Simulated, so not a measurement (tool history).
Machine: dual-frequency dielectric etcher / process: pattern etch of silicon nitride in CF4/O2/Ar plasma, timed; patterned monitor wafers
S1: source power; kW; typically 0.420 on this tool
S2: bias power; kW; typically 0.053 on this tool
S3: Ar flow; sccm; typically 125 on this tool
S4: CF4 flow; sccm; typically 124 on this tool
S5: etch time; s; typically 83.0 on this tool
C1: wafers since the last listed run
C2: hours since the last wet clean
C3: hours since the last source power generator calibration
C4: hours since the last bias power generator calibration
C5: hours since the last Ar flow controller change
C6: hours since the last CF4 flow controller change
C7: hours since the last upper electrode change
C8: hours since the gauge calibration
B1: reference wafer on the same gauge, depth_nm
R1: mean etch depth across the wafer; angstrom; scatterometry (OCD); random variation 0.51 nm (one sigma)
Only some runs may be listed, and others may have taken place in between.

run	hour	S1	S2	S3	S4	S5	C1	C2	C3	C4	C5	C6	C7	C8	B1	R1
1	0.0	0.420	0.053	142	124	83.0	0	438.9	1505.3	2297.5	4791.0	6390.0	5111.4	32.1	130.0	1216
2	12.2	0.420	0.053	125	124	65.5	85	451.1	1517.5	2309.7	4803.2	6402.2	5123.6	44.3	129.9	971
3	23.3	0.420	0.053	125	124	65.5	77	462.2	1528.6	2320.8	4814.3	6413.3	5134.7	55.4	129.9	961
4	36.2	0.420	0.053	125	124	65.5	90	475.1	1541.5	2333.7	4827.2	6426.2	5147.6	68.3	129.9	976
# hour 52.8: gauge calibrated
# hour 65.4: wet clean of the chamber
# hour 68.9: Ar flow controller replaced
5	69.4	0.420	0.053	125	124	83.0	39	4.0	1574.7	2366.9	0.5	6459.4	5180.8	16.6	129.9	1290
6	69.7	0.420	0.053	125	124	83.0	2	4.3	1575.0	2367.2	0.8	6459.7	5181.1	16.9	130.1	1283
7	70.1	0.420	0.053	125	124	83.0	2	4.7	1575.4	2367.6	1.2	6460.1	5181.5	17.3	130.2	1282
# hour 77.4: CF4 flow controller replaced
8	77.9	0.420	0.045	125	124	83.0	12	12.5	1583.2	2375.4	9.0	0.5	5189.3	25.1	129.9	1211
9	91.8	0.390	0.043	125	124	83.0	97	26.4	1597.1	2389.3	22.9	14.4	5203.2	39.0	130.0	1122
# hour 97.8: bias power generator calibrated
# hour 123.7: upper electrode replaced
# hour 126.5: source power generator calibrated
10	127.0	0.420	0.053	125	146	99.0	30	61.6	0.5	29.2	58.1	49.6	3.3	74.2	130.3	1553
11	127.3	0.420	0.066	125	124	83.0	2	61.9	0.8	29.5	58.4	49.9	3.6	74.5	129.9	1383
12	127.7	0.420	0.053	125	124	83.0	2	62.3	1.2	29.9	58.8	50.3	4.0	74.9	130.0	1276
# hour 140.1: gauge calibrated
13	141.1	0.380	0.053	144	124	83.0	93	75.7	14.6	43.3	72.2	63.7	17.4	1.0	130.0	1153
14	151.0	0.420	0.053	125	124	90.5	69	85.6	24.5	53.2	82.1	73.6	27.3	10.9	129.9	1383
15	163.6	0.380	0.053	125	106	83.0	88	98.2	37.1	65.8	94.7	86.2	39.9	23.5	130.2	1119

Below are 3 alternative next runs, each starting from the tool's condition after run 15. Predict each:
A	164.0	0.420	0.053	125	124	83.0	2	98.6	37.5	66.2	95.1	86.6	40.3	23.9	?	?
B	164.0	0.380	0.053	125	124	89.5	2	98.6	37.5	66.2	95.1	86.6	40.3	23.9	?	?
C	164.0	0.420	0.053	109	124	68.0	2	98.6	37.5	66.2	95.1	86.6	40.3	23.9	?	?

run	B1	R1
A	129.9	1267
B	129.9	1253
C	129.9	1046
With the hidden condition removed and each run's random variation left untouched, the same runs would have given:
run	R1
A	1288
B	1273
C	1063

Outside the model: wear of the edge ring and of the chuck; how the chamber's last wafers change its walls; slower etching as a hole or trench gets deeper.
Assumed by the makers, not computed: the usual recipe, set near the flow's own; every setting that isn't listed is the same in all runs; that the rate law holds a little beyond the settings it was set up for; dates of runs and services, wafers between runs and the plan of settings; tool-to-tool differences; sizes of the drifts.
